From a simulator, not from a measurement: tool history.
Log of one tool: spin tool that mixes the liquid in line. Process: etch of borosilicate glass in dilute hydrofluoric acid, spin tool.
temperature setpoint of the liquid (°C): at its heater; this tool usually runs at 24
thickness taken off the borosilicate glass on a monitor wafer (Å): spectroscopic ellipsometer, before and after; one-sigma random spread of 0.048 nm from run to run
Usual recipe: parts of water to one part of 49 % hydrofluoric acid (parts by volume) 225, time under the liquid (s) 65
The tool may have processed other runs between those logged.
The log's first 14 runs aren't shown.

| run | hour | temperature setpoint of the liquid (°C) | parts of water to one part of 49 % hydrofluoric acid (parts by volume) | time under the liquid (s) | wafers since the last listed run | hours since the thermometer was replaced | hours since the hydrofluoric acid flow meter was replaced | hours since the gauge calibration | read-back film thickness of the borosilicate glass reference wafer, read on the same gauge (nm) | thickness taken off the borosilicate glass on a monitor wafer (Å) |
|---|---|---|---|---|---|---|---|---|---|---|
|  | 998.6 | hydrofluoric acid flow meter replaced |
| 15 | 1106.5 | 19.5 | 225 | 50 | 2154 | 925.4 | 107.9 | 3101.4 | 140.01 | 49.7 |
|  | 1140.1 | thermometer replaced |
| 16 | 1201.2 | 19.5 | 295 | 35 | 1240 | 61.1 | 202.6 | 3196.1 | 139.99 | 26.3 |
| 17 | 1275.6 | 26 | 120 | 45 | 985 | 135.5 | 277 | 3270.5 | 139.97 | 126.5 |
| 18 | 1354.1 | 22.5 | 225 | 105 | 1039 | 214 | 355.5 | 3349 | 140.02 | 123.9 |
| 19 | 1410.7 | 27.5 | 310 | 55 | 749 | 270.6 | 412.1 | 3405.6 | 140 | 51.2 |
| 20 | 1466.2 | 26.5 | 150 | 95 | 734 | 326.1 | 467.6 | 3461.1 | 140.01 | 208.4 |
|  | 1512.6 | gauge calibrated |
| 21 | 1566.8 | 24 | 225 | 65 | 1331 | 426.7 | 568.2 | 54.2 | 140.01 | 80.4 |
| 22 | 1624.6 | 24 | 225 | 65 | 765 | 484.5 | 626 | 112 | 139.97 | 78.7 |
| 23 | 1695.9 | 24 | 175 | 85 | 943 | 555.8 | 697.3 | 183.3 | 140 | 138.7 |
|  | 1773 | hydrofluoric acid flow meter replaced |
| 24 | 1780.8 | 24 | 225 | 65 | 1110 | 640.7 | 7.8 | 268.2 | 140 | 78.2 |
| 25 | 1847.5 | 24 | 225 | 65 | 883 | 707.4 | 74.5 | 334.9 | 139.99 | 78.7 |
| 26 | 1887.4 | 20.5 | 225 | 90 | 528 | 747.3 | 114.4 | 374.8 | 139.99 | 94.7 |
| 27 | 1970.4 | 27 | 195 | 65 | 1098 | 830.3 | 197.4 | 457.8 | 140 | 104.4 |
| 28 | 2054.9 | 24 | 225 | 45 | 1118 | 914.8 | 281.9 | 542.3 | 140.03 | 53.6 |
| 29 | 2103.6 | 24 | 305 | 65 | 644 | 963.5 | 330.6 | 591 | 140.03 | 52.4 |
| 30 | 2180.7 | 24 | 225 | 65 | 1020 | 1040.6 | 407.7 | 668.1 | 139.99 | 76.5 |
|  | 2396.5 | thermometer replaced |
| 31 | 2485.1 | 24 | 255 | 65 | 4016 | 88.6 | 712.1 | 972.5 | 139.98 | 70.2 |
|  | 2542.8 | hydrofluoric acid flow meter replaced |
| 32 | 2577.1 | 24 | 225 | 65 | 1204 | 180.6 | 34.3 | 1064.5 | 140 | 82.1 |

Here are 5 independent what-if runs from the current tool condition. What would each one return?
| A | 2577.5 | 28.5 | 225 | 65 | 5 | 181 | 34.7 | 1064.9 | ? | ? |
| B | 2577.5 | 21 | 125 | 65 | 5 | 181 | 34.7 | 1064.9 | ? | ? |
| C | 2577.5 | 20 | 225 | 65 | 5 | 181 | 34.7 | 1064.9 | ? | ? |
| D | 2577.5 | 29 | 330 | 30 | 5 | 181 | 34.7 | 1064.9 | ? | ? |
| E | 2577.5 | 24 | 335 | 65 | 5 | 181 | 34.7 | 1064.9 | ? | ? |

| run | read-back film thickness of the borosilicate glass reference wafer, read on the same gauge (nm) | thickness taken off the borosilicate glass on a monitor wafer (Å) |
|---|---|---|
| A | 139.99 | 96 |
| B | 139.99 | 146 |
| C | 139.99 | 70.5 |
| D | 139.99 | 27.4 |
| E | 139.99 | 49.3 |
Had the tool no hidden state, the same runs would have come out as:
| run | thickness taken off the borosilicate glass on a monitor wafer (Å) |
|---|---|
| A | 97.3 |
| B | 148.2 |
| C | 71.5 |
| D | 27.7 |
| E | 49.9 |
